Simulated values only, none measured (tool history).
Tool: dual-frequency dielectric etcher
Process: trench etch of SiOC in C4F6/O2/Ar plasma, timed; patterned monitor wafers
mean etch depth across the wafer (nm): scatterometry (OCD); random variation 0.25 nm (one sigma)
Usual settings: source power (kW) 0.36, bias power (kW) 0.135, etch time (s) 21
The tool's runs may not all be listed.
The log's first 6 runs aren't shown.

| run | hour | source power (kW) | bias power (kW) | etch time (s) | read-back reference wafer on the same gauge, depth_nm | mean etch depth across the wafer (nm) |
|---|---|---|---|---|---|---|
| 7 | 626.5 | 0.36 | 0.135 | 21 | 43.26 | 40.22 |
| 8 | 726.6 | 0.36 | 0.135 | 21 | 43.31 | 40.47 |
|  | 826.1 | upper electrode replaced |
| 9 | 826.6 | 0.36 | 0.135 | 21 | 43.3 | 40.45 |
| 10 | 892.8 | 0.39 | 0.135 | 21 | 43.35 | 42.3 |
| 11 | 982.7 | 0.32 | 0.135 | 21 | 43.27 | 40.07 |
|  | 1035.8 | bias power generator calibrated |
|  | 1044.7 | wet clean of the chamber |
| 12 | 1046.9 | 0.36 | 0.135 | 24 | 43.3 | 44.39 |
| 13 | 1152.4 | 0.36 | 0.125 | 24 | 43.36 | 43.07 |
| 14 | 1234.4 | 0.36 | 0.135 | 25 | 43.31 | 46.79 |
| 15 | 1272.9 | 0.27 | 0.161 | 26.5 | 43.29 | 49.37 |
| 16 | 1311 | 0.36 | 0.135 | 17 | 43.36 | 32.11 |
|  | 1347.5 | source power generator calibrated |
| 17 | 1374.7 | 0.36 | 0.135 | 21 | 43.28 | 39.31 |
| 18 | 1448.4 | 0.36 | 0.145 | 18 | 43.36 | 35.62 |
| 19 | 1503 | 0.36 | 0.135 | 21 | 43.27 | 40.68 |
|  | 1536.8 | gauge calibrated |
| 20 | 1568.5 | 0.36 | 0.145 | 24.5 | 43.35 | 48.43 |
| 21 | 1645.2 | 0.45 | 0.157 | 25.5 | 43.25 | 57.76 |
| 22 | 1699.5 | 0.36 | 0.135 | 21 | 43.27 | 41.03 |
|  | 1757.7 | wet clean of the chamber |
| 23 | 1795.4 | 0.36 | 0.135 | 21 | 43.31 | 38.89 |
| 24 | 2111 | 0.36 | 0.122 | 21 | 43.28 | 37.97 |
| 25 | 2176.3 | 0.3 | 0.153 | 16.5 | 43.24 | 31.5 |
| 26 | 2216.4 | 0.36 | 0.135 | 21 | 43.28 | 40.23 |
| 27 | 2313.2 | 0.36 | 0.135 | 19.5 | 43.27 | 38.02 |
| 28 | 2372 | 0.32 | 0.135 | 27 | 43.26 | 50.69 |
|  | 2447.2 | wet clean of the chamber |
| 29 | 2447.7 | 0.36 | 0.152 | 15.5 | 43.28 | 30.51 |
| 30 | 2688.3 | 0.36 | 0.135 | 21 | 43.24 | 39.47 |

4 ways to go on from here, each from the tool as it stands after run 30. What would each give?
| A | 2688.7 | 0.36 | 0.102 | 21 | ? | ? |
| B | 2688.7 | 0.36 | 0.151 | 21 | ? | ? |
| C | 2688.7 | 0.28 | 0.135 | 21 | ? | ? |
| D | 2688.7 | 0.42 | 0.135 | 17 | ? | ? |

| run | read-back reference wafer on the same gauge, depth_nm | mean etch depth across the wafer (nm) |
|---|---|---|
| A | 43.22 | 34.51 |
| B | 43.22 | 41.82 |
| C | 43.22 | 36.58 |
| D | 43.22 | 33.81 |
Without the tool's hidden state the same runs would have given:
| run | mean etch depth across the wafer (nm) |
|---|---|
| A | 34.01 |
| B | 41.22 |
| C | 36.05 |
| D | 33.32 |
